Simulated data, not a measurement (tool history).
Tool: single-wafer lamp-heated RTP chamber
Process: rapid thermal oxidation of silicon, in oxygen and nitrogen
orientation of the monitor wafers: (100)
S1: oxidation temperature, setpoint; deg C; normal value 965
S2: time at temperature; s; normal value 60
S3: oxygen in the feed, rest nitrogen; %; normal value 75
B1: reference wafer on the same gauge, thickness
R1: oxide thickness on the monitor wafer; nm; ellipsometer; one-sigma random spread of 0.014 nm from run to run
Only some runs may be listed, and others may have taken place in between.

{"run": 1, "day": 0.0, "S1": 965, "S2": 60, "S3": 75, "B1": 4.308, "R1": 4.319}
{"run": 2, "day": 1.792, "S1": 965, "S2": 60, "S3": 75, "B1": 4.31, "R1": 4.313}
{"run": 3, "day": 3.908, "S1": 965, "S2": 60, "S3": 75, "B1": 4.308, "R1": 4.313}
{"run": 4, "day": 5.692, "S1": 965, "S2": 60, "S3": 75, "B1": 4.312, "R1": 4.324}
{"run": 5, "day": 7.212, "S1": 965, "S2": 60, "S3": 52, "B1": 4.311, "R1": 3.851}
{"run": 6, "day": 9.508, "S1": 965, "S2": 60, "S3": 75, "B1": 4.31, "R1": 4.308}
{"day": 9.942, "done": "pyrometer window cleaned and pyrometer calibrated"}
{"run": 7, "day": 12.392, "S1": 965, "S2": 60, "S3": 75, "B1": 4.307, "R1": 4.201}
{"run": 8, "day": 13.621, "S1": 965, "S2": 60, "S3": 75, "B1": 4.31, "R1": 4.272}
{"run": 9, "day": 16.058, "S1": 965, "S2": 60, "S3": 75, "B1": 4.308, "R1": 4.263}
{"run": 10, "day": 18.862, "S1": 965, "S2": 60, "S3": 75, "B1": 4.318, "R1": 4.289}
{"run": 11, "day": 21.771, "S1": 965, "S2": 60, "S3": 75, "B1": 4.315, "R1": 4.32}
{"run": 12, "day": 24.088, "S1": 965, "S2": 50, "S3": 75, "B1": 4.31, "R1": 4.01}
{"run": 13, "day": 26.071, "S1": 965, "S2": 50, "S3": 75, "B1": 4.311, "R1": 4.005}
{"run": 14, "day": 28.062, "S1": 980, "S2": 60, "S3": 75, "B1": 4.309, "R1": 4.803}
{"run": 15, "day": 29.138, "S1": 980, "S2": 60, "S3": 75, "B1": 4.307, "R1": 4.812}
{"run": 16, "day": 31.483, "S1": 965, "S2": 60, "S3": 75, "B1": 4.312, "R1": 4.336}
{"run": 17, "day": 32.929, "S1": 965, "S2": 60, "S3": 75, "B1": 4.314, "R1": 4.327}
{"run": 18, "day": 34.429, "S1": 965, "S2": 60, "S3": 75, "B1": 4.306, "R1": 4.332}
{"run": 19, "day": 37.167, "S1": 965, "S2": 60, "S3": 75, "B1": 4.305, "R1": 4.334}
{"run": 20, "day": 39.85, "S1": 937, "S2": 60, "S3": 75, "B1": 4.309, "R1": 3.601}
{"day": 40.317, "done": "pyrometer window cleaned and pyrometer calibrated"}
{"day": 41.058, "done": "oxygen flow controller replaced"}
{"run": 21, "day": 41.808, "S1": 993, "S2": 46, "S3": 53, "B1": 4.306, "R1": 4.077}
{"run": 22, "day": 43.608, "S1": 965, "S2": 87, "S3": 75, "B1": 4.305, "R1": 4.929}
{"run": 23, "day": 46.479, "S1": 973, "S2": 60, "S3": 60, "B1": 4.31, "R1": 4.175}
{"run": 24, "day": 49.9, "S1": 965, "S2": 60, "S3": 92, "B1": 4.307, "R1": 4.572}
{"day": 51.729, "done": "gauge calibrated"}
{"run": 25, "day": 52.008, "S1": 965, "S2": 60, "S3": 75, "B1": 4.308, "R1": 4.274}
{"run": 26, "day": 54.55, "S1": 957, "S2": 71, "S3": 48, "B1": 4.312, "R1": 3.775}
{"run": 27, "day": 57.138, "S1": 937, "S2": 68, "S3": 75, "B1": 4.306, "R1": 3.715}
{"run": 28, "day": 59.242, "S1": 938, "S2": 44, "S3": 62, "B1": 4.315, "R1": 3.069}
{"run": 29, "day": 61.575, "S1": 965, "S2": 60, "S3": 75, "B1": 4.313, "R1": 4.322}
{"run": 30, "day": 63.279, "S1": 986, "S2": 73, "S3": 53, "B1": 4.313, "R1": 4.846}
{"run": 31, "day": 65.842, "S1": 965, "S2": 60, "S3": 45, "B1": 4.31, "R1": 3.704}
{"run": 32, "day": 68.542, "S1": 976, "S2": 36, "S3": 75, "B1": 4.311, "R1": 3.81}
{"day": 69.162, "done": "pyrometer window cleaned and pyrometer calibrated"}
{"run": 33, "day": 70.15, "S1": 952, "S2": 85, "S3": 52, "B1": 4.305, "R1": 3.919}
{"run": 34, "day": 73.254, "S1": 993, "S2": 32, "S3": 64, "B1": 4.302, "R1": 3.797}
{"run": 35, "day": 75.238, "S1": 965, "S2": 48, "S3": 56, "B1": 4.312, "R1": 3.578}
{"run": 36, "day": 78.425, "S1": 965, "S2": 60, "S3": 75, "B1": 4.311, "R1": 4.295}
{"run": 37, "day": 80.679, "S1": 965, "S2": 81, "S3": 75, "B1": 4.309, "R1": 4.865}
{"run": 38, "day": 83.079, "S1": 965, "S2": 60, "S3": 75, "B1": 4.315, "R1": 4.288}
{"run": 39, "day": 84.567, "S1": 939, "S2": 37, "S3": 75, "B1": 4.316, "R1": 3.051}

3 ways to go on from here, each from the tool as it stands after run 39. What would each give?
{"run": "A", "day": 84.588, "S1": 965, "S2": 37, "S3": 75, "B1": "?", "R1": "?"}
{"run": "B", "day": 84.588, "S1": 965, "S2": 43, "S3": 55, "B1": "?", "R1": "?"}
{"run": "C", "day": 84.588, "S1": 985, "S2": 60, "S3": 75, "B1": "?", "R1": "?"}

run=A B1=4.310 R1=3.565
run=B B1=4.310 R1=3.455
run=C B1=4.310 R1=4.968
The same runs, with their run-to-run variation unchanged, on a tool lacking any hidden condition would have given:
run=A R1=3.453
run=B R1=3.352
run=C R1=4.789

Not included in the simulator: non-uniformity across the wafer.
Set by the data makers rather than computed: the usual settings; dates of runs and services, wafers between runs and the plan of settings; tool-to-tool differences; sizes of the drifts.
